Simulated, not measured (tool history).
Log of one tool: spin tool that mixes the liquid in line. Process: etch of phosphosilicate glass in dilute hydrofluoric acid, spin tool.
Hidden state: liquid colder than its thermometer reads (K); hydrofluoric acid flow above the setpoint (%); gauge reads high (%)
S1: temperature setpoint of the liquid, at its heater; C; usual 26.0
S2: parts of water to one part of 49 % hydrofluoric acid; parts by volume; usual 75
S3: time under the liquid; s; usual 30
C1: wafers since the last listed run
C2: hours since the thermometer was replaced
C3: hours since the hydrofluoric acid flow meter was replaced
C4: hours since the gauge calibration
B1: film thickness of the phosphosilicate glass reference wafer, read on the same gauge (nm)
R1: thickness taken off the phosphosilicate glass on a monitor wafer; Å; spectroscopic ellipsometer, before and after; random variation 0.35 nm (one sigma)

{"run": 1, "hour": 0.0, "S1": 26.0, "S2": 75, "S3": 35, "C1": 0, "C2": 1211.4, "C3": 89.9, "C4": 1547.5, "B1": 49.99, "R1": 421.2}
{"run": 2, "hour": 40.2, "S1": 26.0, "S2": 75, "S3": 35, "C1": 871, "C2": 1251.6, "C3": 130.1, "C4": 1587.7, "B1": 50.01, "R1": 414.0}
{"hour": 94.3, "done": "gauge calibrated"}
{"run": 3, "hour": 130.7, "S1": 26.0, "S2": 75, "S3": 35, "C1": 1961, "C2": 1342.1, "C3": 220.6, "C4": 36.4, "B1": 49.99, "R1": 418.7}
{"run": 4, "hour": 203.2, "S1": 26.0, "S2": 75, "S3": 30, "C1": 1571, "C2": 1414.6, "C3": 293.1, "C4": 108.9, "B1": 50.05, "R1": 349.7}
{"run": 5, "hour": 276.6, "S1": 26.0, "S2": 75, "S3": 30, "C1": 1591, "C2": 1488.0, "C3": 366.5, "C4": 182.3, "B1": 50.03, "R1": 355.1}
{"hour": 324.5, "done": "thermometer replaced"}
{"run": 6, "hour": 366.7, "S1": 26.0, "S2": 75, "S3": 30, "C1": 1931, "C2": 42.2, "C3": 456.6, "C4": 272.4, "B1": 49.99, "R1": 369.0}
{"hour": 521.7, "done": "hydrofluoric acid flow meter replaced"}
{"run": 7, "hour": 592.3, "S1": 26.0, "S2": 75, "S3": 30, "C1": 4868, "C2": 267.8, "C3": 70.6, "C4": 498.0, "B1": 49.98, "R1": 368.1}
{"run": 8, "hour": 676.2, "S1": 26.0, "S2": 75, "S3": 30, "C1": 1818, "C2": 351.7, "C3": 154.5, "C4": 581.9, "B1": 49.98, "R1": 361.4}
{"run": 9, "hour": 757.2, "S1": 26.0, "S2": 75, "S3": 30, "C1": 1755, "C2": 432.7, "C3": 235.5, "C4": 662.9, "B1": 50.01, "R1": 368.6}
{"run": 10, "hour": 800.4, "S1": 26.0, "S2": 75, "S3": 30, "C1": 936, "C2": 475.9, "C3": 278.7, "C4": 706.1, "B1": 50.02, "R1": 367.5}
{"run": 11, "hour": 840.2, "S1": 26.0, "S2": 75, "S3": 30, "C1": 862, "C2": 515.7, "C3": 318.5, "C4": 745.9, "B1": 50.04, "R1": 364.2}
{"run": 12, "hour": 898.0, "S1": 26.0, "S2": 75, "S3": 30, "C1": 1252, "C2": 573.5, "C3": 376.3, "C4": 803.7, "B1": 50.01, "R1": 364.0}
{"run": 13, "hour": 970.7, "S1": 26.0, "S2": 75, "S3": 30, "C1": 1575, "C2": 646.2, "C3": 449.0, "C4": 876.4, "B1": 50.02, "R1": 364.2}
{"hour": 1046.3, "done": "hydrofluoric acid flow meter replaced"}
{"run": 14, "hour": 1064.3, "S1": 26.0, "S2": 75, "S3": 30, "C1": 2007, "C2": 739.8, "C3": 18.0, "C4": 970.0, "B1": 50.02, "R1": 360.5}
{"run": 15, "hour": 1364.8, "S1": 26.0, "S2": 75, "S3": 30, "C1": 6513, "C2": 1040.3, "C3": 318.5, "C4": 1270.5, "B1": 50.0, "R1": 358.1}
{"run": 16, "hour": 1463.2, "S1": 26.0, "S2": 75, "S3": 30, "C1": 2132, "C2": 1138.7, "C3": 416.9, "C4": 1368.9, "B1": 49.98, "R1": 358.3}
{"run": 17, "hour": 1556.5, "S1": 26.0, "S2": 100, "S3": 30, "C1": 2022, "C2": 1232.0, "C3": 510.2, "C4": 1462.2, "B1": 49.97, "R1": 258.1}
{"hour": 1608.1, "done": "hydrofluoric acid flow meter replaced"}
{"run": 18, "hour": 1629.8, "S1": 21.5, "S2": 60, "S3": 45, "C1": 1567, "C2": 1305.3, "C3": 21.7, "C4": 1535.5, "B1": 50.01, "R1": 569.1}
{"run": 19, "hour": 1855.3, "S1": 22.0, "S2": 75, "S3": 15, "C1": 4888, "C2": 1530.8, "C3": 247.2, "C4": 1761.0, "B1": 50.01, "R1": 150.0}
{"hour": 1915.1, "done": "thermometer replaced"}
{"run": 20, "hour": 1919.7, "S1": 26.0, "S2": 75, "S3": 30, "C1": 1374, "C2": 4.6, "C3": 311.6, "C4": 1825.4, "B1": 50.02, "R1": 371.7}
{"run": 21, "hour": 2023.4, "S1": 30.5, "S2": 75, "S3": 30, "C1": 2247, "C2": 108.3, "C3": 415.3, "C4": 1929.1, "B1": 50.01, "R1": 445.5}
{"hour": 2069.9, "done": "gauge calibrated"}
{"hour": 2093.8, "done": "hydrofluoric acid flow meter replaced"}
{"run": 22, "hour": 2108.7, "S1": 23.5, "S2": 90, "S3": 30, "C1": 1827, "C2": 193.6, "C3": 14.9, "C4": 38.8, "B1": 49.98, "R1": 271.6}
{"run": 23, "hour": 2145.9, "S1": 26.0, "S2": 75, "S3": 30, "C1": 806, "C2": 230.8, "C3": 52.1, "C4": 76.0, "B1": 49.98, "R1": 361.7}
{"run": 24, "hour": 2239.5, "S1": 29.5, "S2": 40, "S3": 40, "C1": 2028, "C2": 324.4, "C3": 145.7, "C4": 169.6, "B1": 49.97, "R1": 1101.5}
{"run": 25, "hour": 2340.6, "S1": 26.0, "S2": 75, "S3": 30, "C1": 2191, "C2": 425.5, "C3": 246.8, "C4": 270.7, "B1": 49.99, "R1": 367.1}
{"run": 26, "hour": 2392.5, "S1": 26.0, "S2": 75, "S3": 30, "C1": 1125, "C2": 477.4, "C3": 298.7, "C4": 322.6, "B1": 50.02, "R1": 369.2}
{"run": 27, "hour": 2429.8, "S1": 26.0, "S2": 75, "S3": 30, "C1": 808, "C2": 514.7, "C3": 336.0, "C4": 359.9, "B1": 50.01, "R1": 366.4}
{"run": 28, "hour": 2497.8, "S1": 26.0, "S2": 75, "S3": 40, "C1": 1473, "C2": 582.7, "C3": 404.0, "C4": 427.9, "B1": 49.98, "R1": 491.8}
{"run": 29, "hour": 2545.1, "S1": 21.5, "S2": 100, "S3": 15, "C1": 1025, "C2": 630.0, "C3": 451.3, "C4": 475.2, "B1": 49.96, "R1": 110.3}
{"run": 30, "hour": 2652.0, "S1": 24.5, "S2": 75, "S3": 30, "C1": 2317, "C2": 736.9, "C3": 558.2, "C4": 582.1, "B1": 50.0, "R1": 346.7}
{"hour": 2728.0, "done": "hydrofluoric acid flow meter replaced"}
{"run": 31, "hour": 2749.7, "S1": 28.5, "S2": 75, "S3": 30, "C1": 2096, "C2": 834.6, "C3": 21.7, "C4": 679.8, "B1": 49.98, "R1": 406.1}
{"run": 32, "hour": 2855.4, "S1": 26.0, "S2": 75, "S3": 30, "C1": 2291, "C2": 940.3, "C3": 127.4, "C4": 785.5, "B1": 49.97, "R1": 361.4}

Hidden state at the last listed run before each entry between runs and at the first one after, where it differs:
Between runs 2 and 3: gauge calibrated (hour 94.3)
  liquid colder than its thermometer reads (K): 1.01 -> 1.07
  measured less the result without the state, R1: -17.0 -> -18.2 Å
Between runs 5 and 6: thermometer replaced (hour 324.5)
  liquid colder than its thermometer reads (K): 1.17 -> 0.0352
  measured less the result without the state, R1: -17.0 -> -0.6 Å
Between runs 6 and 7: hydrofluoric acid flow meter replaced (hour 521.7)
  liquid colder than its thermometer reads (K): 0.0352 -> 0.188
  measured less the result without the state, R1: -0.6 -> -2.8 Å
Between runs 13 and 14: hydrofluoric acid flow meter replaced (hour 1046.3)
  liquid colder than its thermometer reads (K): 0.443 -> 0.507
  measured less the result without the state, R1: -6.4 -> -7.4 Å
Between runs 17 and 18: hydrofluoric acid flow meter replaced (hour 1608.1)
  liquid colder than its thermometer reads (K): 0.839 -> 0.889
  measured less the result without the state, R1: -8.6 -> -21.6 Å
Between runs 19 and 20: thermometer replaced (hour 1915.1)
  liquid colder than its thermometer reads (K): 1.04 -> 0.0393
  measured less the result without the state, R1: -6.6 -> -0.6 Å
Between runs 21 and 22: gauge calibrated (hour 2069.9); hydrofluoric acid flow meter replaced (hour 2093.8)
  liquid colder than its thermometer reads (K): 0.109 -> 0.167
  measured less the result without the state, R1: -1.9 -> -1.8 Å
Between runs 30 and 31: hydrofluoric acid flow meter replaced (hour 2728.0)
  liquid colder than its thermometer reads (K): 0.534 -> 0.6
  measured less the result without the state, R1: -7.5 -> -9.6 Å
